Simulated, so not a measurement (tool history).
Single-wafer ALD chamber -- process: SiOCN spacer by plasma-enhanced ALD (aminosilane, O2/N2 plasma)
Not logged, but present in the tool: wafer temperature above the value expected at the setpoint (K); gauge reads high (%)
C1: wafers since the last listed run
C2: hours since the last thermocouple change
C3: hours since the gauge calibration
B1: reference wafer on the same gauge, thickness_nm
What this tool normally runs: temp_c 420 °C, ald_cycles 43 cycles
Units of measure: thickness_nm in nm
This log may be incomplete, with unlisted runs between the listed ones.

run 1 hour=0.0 | temp_c=420 ald_cycles=43 | C1=0 C2=2266.3 C3=154.8 | B1=2.483 | thickness_nm=2.653
run 2 hour=10.3 | temp_c=420 ald_cycles=43 | C1=43 C2=2276.6 C3=165.1 | B1=2.481 | thickness_nm=2.629
run 3 hour=24.7 | temp_c=431 ald_cycles=46 | C1=61 C2=2291.0 C3=179.5 | B1=2.480 | thickness_nm=2.754
-- hour=26.1 gauge calibrated
run 4 hour=37.4 | temp_c=431 ald_cycles=46 | C1=54 C2=2303.7 C3=11.3 | B1=2.482 | thickness_nm=2.726
run 5 hour=47.1 | temp_c=431 ald_cycles=46 | C1=41 C2=2313.4 C3=21.0 | B1=2.479 | thickness_nm=2.742
run 6 hour=54.4 | temp_c=420 ald_cycles=43 | C1=31 C2=2320.7 C3=28.3 | B1=2.481 | thickness_nm=2.638
run 7 hour=62.6 | temp_c=420 ald_cycles=43 | C1=35 C2=2328.9 C3=36.5 | B1=2.479 | thickness_nm=2.649
run 8 hour=83.1 | temp_c=414 ald_cycles=50 | C1=87 C2=2349.4 C3=57.0 | B1=2.481 | thickness_nm=3.113
run 9 hour=90.2 | temp_c=414 ald_cycles=50 | C1=30 C2=2356.5 C3=64.1 | B1=2.482 | thickness_nm=3.142
run 10 hour=102.6 | temp_c=414 ald_cycles=50 | C1=52 C2=2368.9 C3=76.5 | B1=2.479 | thickness_nm=3.123
-- hour=142.3 thermocouple changed; heater temperature recalibrated
run 11 hour=142.8 | temp_c=420 ald_cycles=43 | C1=137 C2=0.5 C3=116.7 | B1=2.480 | thickness_nm=2.675
run 12 hour=148.4 | temp_c=420 ald_cycles=43 | C1=23 C2=6.1 C3=122.3 | B1=2.480 | thickness_nm=2.620
run 13 hour=182.7 | temp_c=411 ald_cycles=36 | C1=146 C2=40.4 C3=156.6 | B1=2.481 | thickness_nm=2.250
run 14 hour=195.8 | temp_c=408 ald_cycles=51 | C1=55 C2=53.5 C3=169.7 | B1=2.480 | thickness_nm=3.232
run 15 hour=208.7 | temp_c=431 ald_cycles=46 | C1=55 C2=66.4 C3=182.6 | B1=2.480 | thickness_nm=2.712
-- hour=219.4 gauge calibrated
run 16 hour=223.2 | temp_c=420 ald_cycles=37 | C1=61 C2=80.9 C3=3.8 | B1=2.481 | thickness_nm=2.289
run 17 hour=235.9 | temp_c=430 ald_cycles=46 | C1=54 C2=93.6 C3=16.5 | B1=2.478 | thickness_nm=2.755
run 18 hour=252.5 | temp_c=420 ald_cycles=43 | C1=70 C2=110.2 C3=33.1 | B1=2.480 | thickness_nm=2.649
run 19 hour=261.1 | temp_c=420 ald_cycles=37 | C1=36 C2=118.8 C3=41.7 | B1=2.479 | thickness_nm=2.265
run 20 hour=287.9 | temp_c=407 ald_cycles=40 | C1=114 C2=145.6 C3=68.5 | B1=2.483 | thickness_nm=2.541
run 21 hour=295.1 | temp_c=429 ald_cycles=46 | C1=30 C2=152.8 C3=75.7 | B1=2.482 | thickness_nm=2.764
run 22 hour=302.8 | temp_c=429 ald_cycles=43 | C1=32 C2=160.5 C3=83.4 | B1=2.482 | thickness_nm=2.580
run 23 hour=318.5 | temp_c=415 ald_cycles=46 | C1=67 C2=176.2 C3=99.1 | B1=2.480 | thickness_nm=2.838
run 24 hour=325.8 | temp_c=420 ald_cycles=43 | C1=31 C2=183.5 C3=106.4 | B1=2.481 | thickness_nm=2.622
run 25 hour=335.7 | temp_c=433 ald_cycles=43 | C1=42 C2=193.4 C3=116.3 | B1=2.479 | thickness_nm=2.534

For each run, what was the tool's unlogged condition?
wafer temperature above the value expected at the setpoint (K): 0, the same for each run
gauge reads high (%): 0, the same for each run
